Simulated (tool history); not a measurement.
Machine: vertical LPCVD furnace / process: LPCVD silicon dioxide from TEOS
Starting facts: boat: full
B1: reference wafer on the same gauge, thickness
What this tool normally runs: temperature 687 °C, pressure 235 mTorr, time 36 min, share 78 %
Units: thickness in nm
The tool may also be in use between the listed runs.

run 1 hour=0 | temperature=683 pressure=235 time=42 share=78 | B1=158.98 | thickness=194.57
run 2 hour=28.4 | temperature=679 pressure=235 time=36 share=74 | B1=158.81 | thickness=148.76
run 3 hour=59.1 | temperature=679 pressure=235 time=36 share=74 | B1=159.1 | thickness=148.27
run 4 hour=76.7 | temperature=679 pressure=235 time=36 share=74 | B1=158.93 | thickness=148.25
run 5 hour=110.5 | temperature=687 pressure=280 time=36 share=78 | B1=159.13 | thickness=202.7
run 6 hour=136.9 | temperature=687 pressure=280 time=36 share=78 | B1=159.03 | thickness=200.99
-- hour=212.4 thermocouples replaced and temperature profile calibrated
run 7 hour=212.9 | temperature=687 pressure=235 time=36 share=78 | B1=158.86 | thickness=169.83
run 8 hour=226.2 | temperature=687 pressure=235 time=36 share=78 | B1=159 | thickness=169.91
run 9 hour=250.1 | temperature=687 pressure=235 time=36 share=78 | B1=159.03 | thickness=169.78
run 10 hour=278.5 | temperature=687 pressure=265 time=36 share=78 | B1=158.8 | thickness=180.62
-- hour=296.7 gauge calibrated
run 11 hour=305.9 | temperature=687 pressure=235 time=36 share=78 | B1=158.93 | thickness=169.03
run 12 hour=326.2 | temperature=691 pressure=215 time=47 share=72 | B1=159.12 | thickness=223.95
run 13 hour=353.5 | temperature=695 pressure=235 time=36 share=71 | B1=158.77 | thickness=196.18
-- hour=392.1 TEOS flow controller replaced
-- hour=397.2 pressure gauge zeroed
run 14 hour=397.7 | temperature=676 pressure=200 time=36 share=78 | B1=158.88 | thickness=120.46
run 15 hour=402.1 | temperature=698 pressure=260 time=41 share=78 | B1=159.05 | thickness=265.52
run 16 hour=429.5 | temperature=681 pressure=255 time=36 share=78 | B1=158.97 | thickness=154.12
run 17 hour=455.4 | temperature=687 pressure=250 time=49 share=84 | B1=159.01 | thickness=248.82
run 18 hour=561.7 | temperature=687 pressure=235 time=36 share=78 | B1=158.94 | thickness=171.43
run 19 hour=574.3 | temperature=679 pressure=235 time=36 share=74 | B1=158.93 | thickness=137.11
run 20 hour=589.3 | temperature=682 pressure=205 time=36 share=78 | B1=159.09 | thickness=141.46
run 21 hour=619.9 | temperature=680 pressure=235 time=24 share=78 | B1=159.05 | thickness=96.47
run 22 hour=672.6 | temperature=687 pressure=235 time=36 share=78 | B1=158.96 | thickness=171.1
run 23 hour=700.1 | temperature=676 pressure=290 time=24.5 share=72 | B1=159.04 | thickness=95.32

Alternative continuations, all from the tool just after run 23; predict every row:
run A hour=704.6 | temperature=687 pressure=235 time=36 share=78 | B1=? | thickness=?
run B hour=704.6 | temperature=687 pressure=280 time=36 share=70 | B1=? | thickness=?
run C hour=704.6 | temperature=693 pressure=235 time=36 share=78 | B1=? | thickness=?
run D hour=704.6 | temperature=675 pressure=290 time=36 share=78 | B1=? | thickness=?

run=A B1=159.08 thickness=171.86
run=B B1=159.08 thickness=177.72
run=C B1=159.08 thickness=198.15
run=D B1=159.08 thickness=142.84
Without the tool's hidden state the same runs would have given:
run=A thickness=169.69
run=B thickness=175.47
run=C thickness=195.68
run=D thickness=140.99

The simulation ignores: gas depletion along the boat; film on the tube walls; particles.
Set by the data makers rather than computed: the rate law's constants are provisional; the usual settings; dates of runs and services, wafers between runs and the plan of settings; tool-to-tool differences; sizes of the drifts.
